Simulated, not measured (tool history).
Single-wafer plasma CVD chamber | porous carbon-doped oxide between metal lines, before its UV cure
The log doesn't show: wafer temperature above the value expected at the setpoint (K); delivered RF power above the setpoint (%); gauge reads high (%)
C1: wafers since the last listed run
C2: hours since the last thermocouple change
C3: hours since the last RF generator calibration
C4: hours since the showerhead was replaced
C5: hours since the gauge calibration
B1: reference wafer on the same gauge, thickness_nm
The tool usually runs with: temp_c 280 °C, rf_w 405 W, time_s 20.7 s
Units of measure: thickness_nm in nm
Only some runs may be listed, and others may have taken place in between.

{"run": 1, "hour": 0.0, "temp_c": 285, "rf_w": 430, "time_s": 20.7, "C1": 0, "C2": 1953.1, "C3": 2020.2, "C4": 4682.7, "C5": 114.5, "B1": 118.994, "thickness_nm": 112.399}
{"run": 2, "hour": 17.5, "temp_c": 285, "rf_w": 430, "time_s": 20.7, "C1": 372, "C2": 1970.6, "C3": 2037.7, "C4": 4700.2, "C5": 132.0, "B1": 119.084, "thickness_nm": 112.11}
{"run": 3, "hour": 27.0, "temp_c": 285, "rf_w": 430, "time_s": 20.7, "C1": 202, "C2": 1980.1, "C3": 2047.2, "C4": 4709.7, "C5": 141.5, "B1": 118.927, "thickness_nm": 112.025}
{"run": 4, "hour": 33.4, "temp_c": 280, "rf_w": 405, "time_s": 20.7, "C1": 136, "C2": 1986.5, "C3": 2053.6, "C4": 4716.1, "C5": 147.9, "B1": 118.952, "thickness_nm": 110.794}
{"run": 5, "hour": 46.5, "temp_c": 280, "rf_w": 405, "time_s": 20.7, "C1": 278, "C2": 1999.6, "C3": 2066.7, "C4": 4729.2, "C5": 161.0, "B1": 119.014, "thickness_nm": 110.67}
{"run": 6, "hour": 54.2, "temp_c": 280, "rf_w": 405, "time_s": 20.7, "C1": 163, "C2": 2007.3, "C3": 2074.4, "C4": 4736.9, "C5": 168.7, "B1": 118.963, "thickness_nm": 111.16}
{"run": 7, "hour": 63.4, "temp_c": 280, "rf_w": 405, "time_s": 20.7, "C1": 195, "C2": 2016.5, "C3": 2083.6, "C4": 4746.1, "C5": 177.9, "B1": 118.95, "thickness_nm": 110.957}
{"run": 8, "hour": 79.2, "temp_c": 280, "rf_w": 405, "time_s": 23.7, "C1": 336, "C2": 2032.3, "C3": 2099.4, "C4": 4761.9, "C5": 193.7, "B1": 119.0, "thickness_nm": 126.953}
{"run": 9, "hour": 95.0, "temp_c": 280, "rf_w": 405, "time_s": 23.7, "C1": 336, "C2": 2048.1, "C3": 2115.2, "C4": 4777.7, "C5": 209.5, "B1": 119.0, "thickness_nm": 126.627}
{"hour": 103.2, "done": "showerhead replaced"}
{"run": 10, "hour": 111.8, "temp_c": 280, "rf_w": 405, "time_s": 20.7, "C1": 187, "C2": 2064.9, "C3": 2132.0, "C4": 8.6, "C5": 226.3, "B1": 118.987, "thickness_nm": 111.228}
{"hour": 125.3, "done": "RF generator calibrated"}
{"run": 11, "hour": 126.4, "temp_c": 280, "rf_w": 405, "time_s": 20.7, "C1": 140, "C2": 2079.5, "C3": 1.1, "C4": 23.2, "C5": 240.9, "B1": 119.056, "thickness_nm": 110.64}
{"run": 12, "hour": 133.6, "temp_c": 280, "rf_w": 405, "time_s": 20.7, "C1": 153, "C2": 2086.7, "C3": 8.3, "C4": 30.4, "C5": 248.1, "B1": 119.048, "thickness_nm": 111.193}
{"hour": 156.2, "done": "thermocouple changed; heater temperature recalibrated"}
{"run": 13, "hour": 156.7, "temp_c": 289, "rf_w": 375, "time_s": 17.0, "C1": 321, "C2": 0.5, "C3": 31.4, "C4": 53.5, "C5": 271.2, "B1": 118.96, "thickness_nm": 81.841}
{"hour": 161.7, "done": "gauge calibrated"}
{"run": 14, "hour": 184.6, "temp_c": 287, "rf_w": 435, "time_s": 22.4, "C1": 593, "C2": 28.4, "C3": 59.3, "C4": 81.4, "C5": 22.9, "B1": 118.911, "thickness_nm": 120.455}
{"run": 15, "hour": 201.6, "temp_c": 274, "rf_w": 365, "time_s": 17.1, "C1": 361, "C2": 45.4, "C3": 76.3, "C4": 98.4, "C5": 39.9, "B1": 118.986, "thickness_nm": 89.521}
{"run": 16, "hour": 217.3, "temp_c": 270, "rf_w": 360, "time_s": 17.1, "C1": 334, "C2": 61.1, "C3": 92.0, "C4": 114.1, "C5": 55.6, "B1": 119.057, "thickness_nm": 90.816}
{"run": 17, "hour": 234.6, "temp_c": 280, "rf_w": 405, "time_s": 19.2, "C1": 368, "C2": 78.4, "C3": 109.3, "C4": 131.4, "C5": 72.9, "B1": 118.999, "thickness_nm": 103.52}
{"run": 18, "hour": 248.2, "temp_c": 280, "rf_w": 405, "time_s": 22.3, "C1": 289, "C2": 92.0, "C3": 122.9, "C4": 145.0, "C5": 86.5, "B1": 119.029, "thickness_nm": 119.368}
{"run": 19, "hour": 262.6, "temp_c": 269, "rf_w": 405, "time_s": 20.7, "C1": 306, "C2": 106.4, "C3": 137.3, "C4": 159.4, "C5": 100.9, "B1": 119.017, "thickness_nm": 119.322}
{"run": 20, "hour": 280.1, "temp_c": 276, "rf_w": 405, "time_s": 20.7, "C1": 372, "C2": 123.9, "C3": 154.8, "C4": 176.9, "C5": 118.4, "B1": 119.022, "thickness_nm": 113.764}
{"run": 21, "hour": 287.6, "temp_c": 280, "rf_w": 405, "time_s": 20.7, "C1": 159, "C2": 131.4, "C3": 162.3, "C4": 184.4, "C5": 125.9, "B1": 119.045, "thickness_nm": 110.631}
{"run": 22, "hour": 297.9, "temp_c": 286, "rf_w": 405, "time_s": 20.7, "C1": 219, "C2": 141.7, "C3": 172.6, "C4": 194.7, "C5": 136.2, "B1": 118.988, "thickness_nm": 106.965}

Each row is a separate what-if for the run after 22, all from the same tool condition, not one after another. Results?
{"run": "A", "hour": 298.3, "temp_c": 280, "rf_w": 405, "time_s": 20.7, "C1": 8, "C2": 142.1, "C3": 173.0, "C4": 195.1, "C5": 136.6, "B1": "?", "thickness_nm": "?"}
{"run": "B", "hour": 298.3, "temp_c": 288, "rf_w": 445, "time_s": 22.3, "C1": 8, "C2": 142.1, "C3": 173.0, "C4": 195.1, "C5": 136.6, "B1": "?", "thickness_nm": "?"}
{"run": "C", "hour": 298.3, "temp_c": 287, "rf_w": 380, "time_s": 20.7, "C1": 8, "C2": 142.1, "C3": 173.0, "C4": 195.1, "C5": 136.6, "B1": "?", "thickness_nm": "?"}
{"run": "D", "hour": 298.3, "temp_c": 280, "rf_w": 465, "time_s": 20.7, "C1": 8, "C2": 142.1, "C3": 173.0, "C4": 195.1, "C5": 136.6, "B1": "?", "thickness_nm": "?"}
{"run": "E", "hour": 298.3, "temp_c": 266, "rf_w": 405, "time_s": 22.3, "C1": 8, "C2": 142.1, "C3": 173.0, "C4": 195.1, "C5": 136.6, "B1": "?", "thickness_nm": "?"}

run=A B1=119.009 thickness_nm=111.037
run=B B1=119.009 thickness_nm=121.089
run=C B1=119.009 thickness_nm=101.403
run=D B1=119.009 thickness_nm=122.372
run=E B1=119.009 thickness_nm=131.320
What these runs would have given with no unlogged condition in the tool:
run=A thickness_nm=111.037
run=B thickness_nm=121.089
run=C thickness_nm=101.403
run=D thickness_nm=122.372
run=E thickness_nm=131.320
